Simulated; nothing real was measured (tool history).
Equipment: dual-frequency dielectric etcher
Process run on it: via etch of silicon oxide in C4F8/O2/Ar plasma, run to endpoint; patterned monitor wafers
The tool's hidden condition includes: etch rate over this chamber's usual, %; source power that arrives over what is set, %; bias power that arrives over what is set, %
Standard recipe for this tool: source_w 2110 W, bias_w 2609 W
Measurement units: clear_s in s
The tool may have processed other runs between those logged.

| run | hour | source_w | bias_w | wafers since the last listed run | hours since the last wet clean | hours since the last source power generator calibration | hours since the last bias power generator calibration | hours since the last upper electrode change | incoming incoming film thickness, nm | clear_s |
|---|---|---|---|---|---|---|---|---|---|---|
| 1 | 0.0 | 2280 | 2609 | 0 | 187.1 | 4521.5 | 2272.7 | 1583.2 | 758.3 | 142.4 |
| 2 | 60.3 | 2110 | 2609 | 248 | 247.4 | 4581.8 | 2333.0 | 1643.5 | 758.5 | 146.3 |
| 3 | 113.2 | 2110 | 2609 | 218 | 300.3 | 4634.7 | 2385.9 | 1696.4 | 751.6 | 146.8 |
| 4 | 181.4 | 2110 | 2609 | 281 | 368.5 | 4702.9 | 2454.1 | 1764.6 | 755.2 | 148.9 |
| 5 | 217.8 | 2110 | 2609 | 150 | 404.9 | 4739.3 | 2490.5 | 1801.0 | 761.1 | 148.9 |
|  | 303.9 | wet clean of the chamber |
| 6 | 304.4 | 2110 | 2609 | 258 | 0.5 | 4825.9 | 2577.1 | 1887.6 | 757.0 | 144.4 |
| 7 | 362.1 | 2110 | 2609 | 237 | 58.2 | 4883.6 | 2634.8 | 1945.3 | 758.9 | 145.9 |
| 8 | 409.7 | 2110 | 2609 | 196 | 105.8 | 4931.2 | 2682.4 | 1992.9 | 751.1 | 144.5 |
| 9 | 439.4 | 2110 | 2609 | 122 | 135.5 | 4960.9 | 2712.1 | 2022.6 | 756.9 | 145.7 |
| 10 | 474.6 | 2110 | 2968 | 145 | 170.7 | 4996.1 | 2747.3 | 2057.8 | 754.7 | 142.9 |
| 11 | 539.2 | 1660 | 2609 | 266 | 235.3 | 5060.7 | 2811.9 | 2122.4 | 751.8 | 164.5 |
| 12 | 606.2 | 1840 | 2866 | 276 | 302.3 | 5127.7 | 2878.9 | 2189.4 | 752.8 | 154.0 |
| 13 | 645.1 | 2310 | 2609 | 160 | 341.2 | 5166.6 | 2917.8 | 2228.3 | 754.9 | 140.8 |
| 14 | 712.1 | 1780 | 2609 | 276 | 408.2 | 5233.6 | 2984.8 | 2295.3 | 755.4 | 160.9 |
|  | 791.9 | upper electrode replaced |
| 15 | 792.4 | 2110 | 2609 | 232 | 488.5 | 5313.9 | 3065.1 | 0.5 | 758.2 | 150.3 |
|  | 826.6 | source power generator calibrated |
| 16 | 827.1 | 2110 | 2272 | 126 | 523.2 | 0.5 | 3099.8 | 35.2 | 752.7 | 152.2 |
|  | 863.8 | wet clean of the chamber |
| 17 | 864.3 | 2420 | 2356 | 54 | 0.5 | 37.7 | 3137.0 | 72.4 | 753.7 | 138.7 |
| 18 | 892.5 | 2370 | 2374 | 116 | 28.7 | 65.9 | 3165.2 | 100.6 | 758.8 | 140.6 |
| 19 | 942.7 | 2470 | 2609 | 207 | 78.9 | 116.1 | 3215.4 | 150.8 | 758.2 | 136.5 |
| 20 | 980.3 | 2600 | 2269 | 155 | 116.5 | 153.7 | 3253.0 | 188.4 | 754.1 | 136.2 |
| 21 | 1042.5 | 1900 | 2912 | 256 | 178.7 | 215.9 | 3315.2 | 250.6 | 766.6 | 154.3 |
| 22 | 1104.1 | 1650 | 2056 | 254 | 240.3 | 277.5 | 3376.8 | 312.2 | 755.7 | 173.0 |
| 23 | 1157.9 | 1800 | 3121 | 221 | 294.1 | 331.3 | 3430.6 | 366.0 | 753.1 | 153.9 |
|  | 1218.1 | bias power generator calibrated |
| 24 | 1225.0 | 1960 | 2991 | 260 | 361.2 | 398.4 | 6.9 | 433.1 | 762.9 | 152.7 |
| 25 | 1289.6 | 2110 | 2609 | 266 | 425.8 | 463.0 | 71.5 | 497.7 | 750.1 | 148.0 |
| 26 | 1356.0 | 2110 | 2609 | 273 | 492.2 | 529.4 | 137.9 | 564.1 | 759.9 | 150.2 |
| 27 | 1403.5 | 2110 | 2609 | 195 | 539.7 | 576.9 | 185.4 | 611.6 | 760.6 | 152.0 |
|  | 1431.9 | wet clean of the chamber |
| 28 | 1435.4 | 1650 | 3006 | 32 | 3.5 | 608.8 | 217.3 | 643.5 | 757.4 | 160.3 |
| 29 | 1496.6 | 2110 | 2609 | 252 | 64.7 | 670.0 | 278.5 | 704.7 | 752.6 | 145.6 |
| 30 | 1702.8 | 2530 | 1991 | 850 | 270.9 | 876.2 | 484.7 | 910.9 | 753.6 | 140.9 |
| 31 | 1768.6 | 2460 | 2864 | 271 | 336.7 | 942.0 | 550.5 | 976.7 | 758.2 | 135.8 |
| 32 | 1804.6 | 2540 | 2969 | 148 | 372.7 | 978.0 | 586.5 | 1012.7 | 754.9 | 132.9 |
| 33 | 1862.4 | 2380 | 2170 | 238 | 430.5 | 1035.8 | 644.3 | 1070.5 | 754.1 | 146.1 |
|  | 1937.7 | wet clean of the chamber |
| 34 | 1938.2 | 1630 | 2609 | 213 | 0.5 | 1111.6 | 720.1 | 1146.3 | 756.9 | 167.2 |

Each row is a separate what-if for the run after 34, all from the same tool condition, not one after another. Results?
| A | 1938.7 | 2110 | 2609 | 2 | 1.0 | 1112.1 | 720.6 | 1146.8 | 757.4 | ? |
| B | 1938.7 | 2320 | 2915 | 2 | 1.0 | 1112.1 | 720.6 | 1146.8 | 757.4 | ? |
| C | 1938.7 | 1750 | 3032 | 2 | 1.0 | 1112.1 | 720.6 | 1146.8 | 757.4 | ? |
| D | 1938.7 | 2410 | 2854 | 2 | 1.0 | 1112.1 | 720.6 | 1146.8 | 757.4 | ? |
| E | 1938.7 | 2270 | 2323 | 2 | 1.0 | 1112.1 | 720.6 | 1146.8 | 757.4 | ? |

| run | clear_s |
|---|---|
| A | 146.3 |
| B | 137.2 |
| C | 156.0 |
| D | 135.3 |
| E | 144.1 |
With the hidden condition removed and each run's random variation left untouched, the same runs would have given:
| run | clear_s |
|---|---|
| A | 146.0 |
| B | 136.9 |
| C | 155.7 |
| D | 135.0 |
| E | 143.8 |
